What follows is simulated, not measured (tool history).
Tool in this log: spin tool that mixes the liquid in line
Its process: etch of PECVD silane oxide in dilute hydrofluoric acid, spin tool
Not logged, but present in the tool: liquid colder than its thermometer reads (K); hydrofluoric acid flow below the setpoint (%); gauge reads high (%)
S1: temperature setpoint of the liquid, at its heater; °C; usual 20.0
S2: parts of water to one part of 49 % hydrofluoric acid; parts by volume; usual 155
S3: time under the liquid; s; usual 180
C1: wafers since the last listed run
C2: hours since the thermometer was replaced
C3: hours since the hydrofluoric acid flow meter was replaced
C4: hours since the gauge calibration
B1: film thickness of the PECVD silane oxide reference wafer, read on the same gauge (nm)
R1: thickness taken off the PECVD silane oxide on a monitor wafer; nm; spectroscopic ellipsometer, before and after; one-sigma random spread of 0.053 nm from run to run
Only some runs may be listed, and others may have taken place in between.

run 1 hour=0.0 | S1=20.0 S2=155 S3=180 | C1=0 C2=1384.2 C3=1218.6 C4=1366.6 | B1=110.03 | R1=14.71
run 2 hour=32.4 | S1=20.0 S2=155 S3=180 | C1=335 C2=1416.6 C3=1251.0 C4=1399.0 | B1=110.03 | R1=14.85
run 3 hour=101.6 | S1=20.0 S2=155 S3=180 | C1=716 C2=1485.8 C3=1320.2 C4=1468.2 | B1=110.02 | R1=14.77
run 4 hour=155.9 | S1=20.0 S2=155 S3=180 | C1=561 C2=1540.1 C3=1374.5 C4=1522.5 | B1=110.02 | R1=14.87
run 5 hour=211.2 | S1=20.0 S2=155 S3=180 | C1=572 C2=1595.4 C3=1429.8 C4=1577.8 | B1=109.98 | R1=14.77
run 6 hour=253.4 | S1=20.0 S2=155 S3=180 | C1=436 C2=1637.6 C3=1472.0 C4=1620.0 | B1=109.98 | R1=14.78
run 7 hour=287.6 | S1=20.0 S2=155 S3=180 | C1=353 C2=1671.8 C3=1506.2 C4=1654.2 | B1=110.01 | R1=14.65
run 8 hour=322.5 | S1=20.0 S2=185 S3=125 | C1=361 C2=1706.7 C3=1541.1 C4=1689.1 | B1=110.00 | R1=8.27
run 9 hour=375.9 | S1=20.0 S2=185 S3=125 | C1=552 C2=1760.1 C3=1594.5 C4=1742.5 | B1=110.01 | R1=8.27
-- hour=379.8 gauge calibrated
run 10 hour=415.0 | S1=20.0 S2=185 S3=125 | C1=404 C2=1799.2 C3=1633.6 C4=35.2 | B1=109.97 | R1=8.29
run 11 hour=461.4 | S1=20.0 S2=155 S3=180 | C1=480 C2=1845.6 C3=1680.0 C4=81.6 | B1=110.01 | R1=14.76
run 12 hour=492.8 | S1=20.0 S2=155 S3=180 | C1=324 C2=1877.0 C3=1711.4 C4=113.0 | B1=110.01 | R1=14.72
run 13 hour=550.0 | S1=20.0 S2=155 S3=180 | C1=591 C2=1934.2 C3=1768.6 C4=170.2 | B1=109.98 | R1=14.78
-- hour=571.9 thermometer replaced
run 14 hour=589.0 | S1=21.5 S2=185 S3=180 | C1=393 C2=17.1 C3=1807.6 C4=209.2 | B1=110.02 | R1=13.11
run 15 hour=665.9 | S1=20.0 S2=155 S3=180 | C1=795 C2=94.0 C3=1884.5 C4=286.1 | B1=110.00 | R1=15.16
run 16 hour=692.6 | S1=20.0 S2=80 S3=180 | C1=276 C2=120.7 C3=1911.2 C4=312.8 | B1=110.02 | R1=31.78
run 17 hour=743.9 | S1=22.5 S2=155 S3=180 | C1=530 C2=172.0 C3=1962.5 C4=364.1 | B1=109.97 | R1=16.63
run 18 hour=793.1 | S1=24.5 S2=205 S3=180 | C1=509 C2=221.2 C3=2011.7 C4=413.3 | B1=110.01 | R1=12.89
run 19 hour=826.8 | S1=17.5 S2=210 S3=220 | C1=348 C2=254.9 C3=2045.4 C4=447.0 | B1=110.01 | R1=11.73
run 20 hour=863.0 | S1=17.0 S2=230 S3=270 | C1=374 C2=291.1 C3=2081.6 C4=483.2 | B1=109.98 | R1=12.67
run 21 hour=932.5 | S1=20.0 S2=95 S3=180 | C1=719 C2=360.6 C3=2151.1 C4=552.7 | B1=110.02 | R1=26.32
run 22 hour=982.9 | S1=23.5 S2=180 S3=70 | C1=521 C2=411.0 C3=2201.5 C4=603.1 | B1=109.98 | R1=5.63
-- hour=1003.7 hydrofluoric acid flow meter replaced
run 23 hour=1025.0 | S1=20.0 S2=155 S3=180 | C1=425 C2=453.1 C3=21.3 C4=645.2 | B1=110.01 | R1=15.05
run 24 hour=1095.6 | S1=17.0 S2=155 S3=90 | C1=730 C2=523.7 C3=91.9 C4=715.8 | B1=110.00 | R1=6.68
run 25 hour=1149.0 | S1=20.0 S2=105 S3=125 | C1=552 C2=577.1 C3=145.3 C4=769.2 | B1=110.00 | R1=16.27
run 26 hour=1193.9 | S1=17.5 S2=155 S3=180 | C1=464 C2=622.0 C3=190.2 C4=814.1 | B1=109.99 | R1=13.56
run 27 hour=1239.0 | S1=17.0 S2=155 S3=240 | C1=466 C2=667.1 C3=235.3 C4=859.2 | B1=109.99 | R1=17.80
run 28 hour=1266.9 | S1=20.0 S2=95 S3=70 | C1=288 C2=695.0 C3=263.2 C4=887.1 | B1=110.04 | R1=10.19
run 29 hour=1312.5 | S1=20.0 S2=185 S3=125 | C1=471 C2=740.6 C3=308.8 C4=932.7 | B1=109.99 | R1=8.44
run 30 hour=1505.9 | S1=20.0 S2=185 S3=125 | C1=2001 C2=934.0 C3=502.2 C4=1126.1 | B1=109.97 | R1=8.42
run 31 hour=1538.4 | S1=18.5 S2=155 S3=70 | C1=336 C2=966.5 C3=534.7 C4=1158.6 | B1=109.98 | R1=5.47
run 32 hour=1596.5 | S1=17.5 S2=125 S3=260 | C1=601 C2=1024.6 C3=592.8 C4=1216.7 | B1=109.99 | R1=24.79

Branching from run 32: 5 alternative next runs. What would each branch give?
run A hour=1597.0 | S1=20.0 S2=155 S3=150 | C1=5 C2=1025.1 C3=593.3 C4=1217.2 | B1=? | R1=?
run B hour=1597.0 | S1=18.0 S2=180 S3=145 | C1=5 C2=1025.1 C3=593.3 C4=1217.2 | B1=? | R1=?
run C hour=1597.0 | S1=20.0 S2=155 S3=285 | C1=5 C2=1025.1 C3=593.3 C4=1217.2 | B1=? | R1=?
run D hour=1597.0 | S1=20.0 S2=155 S3=250 | C1=5 C2=1025.1 C3=593.3 C4=1217.2 | B1=? | R1=?
run E hour=1597.0 | S1=18.5 S2=155 S3=180 | C1=5 C2=1025.1 C3=593.3 C4=1217.2 | B1=? | R1=?

run=A B1=109.99 R1=12.43
run=B B1=109.99 R1=9.32
run=C B1=109.99 R1=23.62
run=D B1=109.99 R1=20.72
run=E B1=109.99 R1=14.04
With the hidden condition removed and each run's random variation left untouched, the same runs would have given:
run=A R1=12.67
run=B R1=9.50
run=C R1=24.08
run=D R1=21.12
run=E R1=14.32

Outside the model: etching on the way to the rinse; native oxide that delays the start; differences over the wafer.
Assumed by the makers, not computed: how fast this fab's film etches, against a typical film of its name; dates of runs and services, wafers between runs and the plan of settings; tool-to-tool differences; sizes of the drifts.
